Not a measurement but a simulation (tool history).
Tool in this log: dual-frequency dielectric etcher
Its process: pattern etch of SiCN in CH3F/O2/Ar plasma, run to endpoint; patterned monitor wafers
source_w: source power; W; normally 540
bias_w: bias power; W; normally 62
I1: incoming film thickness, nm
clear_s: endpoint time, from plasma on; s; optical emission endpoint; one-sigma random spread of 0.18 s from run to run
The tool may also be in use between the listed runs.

run 1 hour=0.0 | source_w=540 bias_w=62 | I1=10.52 | clear_s=25.9
run 2 hour=45.2 | source_w=540 bias_w=62 | I1=10.45 | clear_s=25.0
run 3 hour=49.6 | source_w=540 bias_w=62 | I1=10.52 | clear_s=25.2
run 4 hour=79.7 | source_w=540 bias_w=62 | I1=10.41 | clear_s=25.0
run 5 hour=95.4 | source_w=540 bias_w=62 | I1=10.50 | clear_s=25.2
run 6 hour=114.5 | source_w=540 bias_w=62 | I1=10.48 | clear_s=25.3
run 7 hour=133.3 | source_w=450 bias_w=62 | I1=10.50 | clear_s=27.4
run 8 hour=150.8 | source_w=540 bias_w=62 | I1=10.44 | clear_s=25.4
run 9 hour=177.3 | source_w=540 bias_w=62 | I1=10.44 | clear_s=25.2
run 10 hour=212.2 | source_w=540 bias_w=62 | I1=10.54 | clear_s=25.5
run 11 hour=237.1 | source_w=540 bias_w=62 | I1=10.44 | clear_s=25.4
run 12 hour=262.6 | source_w=540 bias_w=62 | I1=10.54 | clear_s=25.6
run 13 hour=291.4 | source_w=540 bias_w=62 | I1=10.63 | clear_s=26.1
run 14 hour=318.9 | source_w=500 bias_w=59 | I1=10.64 | clear_s=27.5
run 15 hour=333.8 | source_w=540 bias_w=62 | I1=10.50 | clear_s=26.1
run 16 hour=350.7 | source_w=540 bias_w=62 | I1=10.62 | clear_s=26.2
run 17 hour=373.3 | source_w=540 bias_w=62 | I1=10.50 | clear_s=25.8
run 18 hour=388.2 | source_w=540 bias_w=62 | I1=10.56 | clear_s=26.0
run 19 hour=421.5 | source_w=540 bias_w=62 | I1=10.58 | clear_s=26.5
run 20 hour=434.8 | source_w=540 bias_w=62 | I1=10.39 | clear_s=25.7
run 21 hour=447.4 | source_w=400 bias_w=69 | I1=10.42 | clear_s=28.4
run 22 hour=479.7 | source_w=580 bias_w=75 | I1=10.53 | clear_s=24.1
run 23 hour=501.4 | source_w=440 bias_w=71 | I1=10.44 | clear_s=26.8
run 24 hour=530.9 | source_w=660 bias_w=51 | I1=10.45 | clear_s=26.0
run 25 hour=620.5 | source_w=660 bias_w=55 | I1=10.52 | clear_s=24.3
run 26 hour=707.7 | source_w=540 bias_w=62 | I1=10.46 | clear_s=25.3
run 27 hour=738.7 | source_w=490 bias_w=75 | I1=10.55 | clear_s=24.6
run 28 hour=756.7 | source_w=640 bias_w=62 | I1=10.53 | clear_s=24.1
run 29 hour=789.6 | source_w=490 bias_w=75 | I1=10.53 | clear_s=24.8
run 30 hour=820.7 | source_w=490 bias_w=62 | I1=10.44 | clear_s=26.4
run 31 hour=855.6 | source_w=540 bias_w=62 | I1=10.53 | clear_s=25.5
run 32 hour=875.1 | source_w=420 bias_w=49 | I1=10.51 | clear_s=30.1

Not shown here: 5 entries made in the log between runs. Locate each between two listed runs and compare the hidden state at the listed run before it with the hidden state at the listed run after it:
Logged between run 1 and run 2: wet clean of the chamber (hour 44.7)
  etch rate over this chamber's usual, %: -3.97 -> -0.795
  what was measured, less what the result would be without the hidden state, clear_s: +1.1 -> +0.2 s
Logged between run 15 and run 16: source power generator calibrated (hour 343.1)
  etch rate over this chamber's usual, %: -3.33 -> -3.48
  what was measured, less what the result would be without the hidden state, clear_s: +0.9 -> +0.9 s
Logged between run 21 and run 22: upper electrode replaced (hour 479.2)
  etch rate over this chamber's usual, %: -4.33 -> -4.62
  what was measured, less what the result would be without the hidden state, clear_s: +1.2 -> +1.1 s
Logged between run 23 and run 24: bias power generator calibrated (hour 513.4)
  etch rate over this chamber's usual, %: -4.81 -> -5.07
  what was measured, less what the result would be without the hidden state, clear_s: +1.2 -> +1.3 s
Logged between run 24 and run 25: wet clean of the chamber (hour 578.7)
  etch rate over this chamber's usual, %: -5.07 -> -0.201
  what was measured, less what the result would be without the hidden state, clear_s: +1.3 -> +0.0 s

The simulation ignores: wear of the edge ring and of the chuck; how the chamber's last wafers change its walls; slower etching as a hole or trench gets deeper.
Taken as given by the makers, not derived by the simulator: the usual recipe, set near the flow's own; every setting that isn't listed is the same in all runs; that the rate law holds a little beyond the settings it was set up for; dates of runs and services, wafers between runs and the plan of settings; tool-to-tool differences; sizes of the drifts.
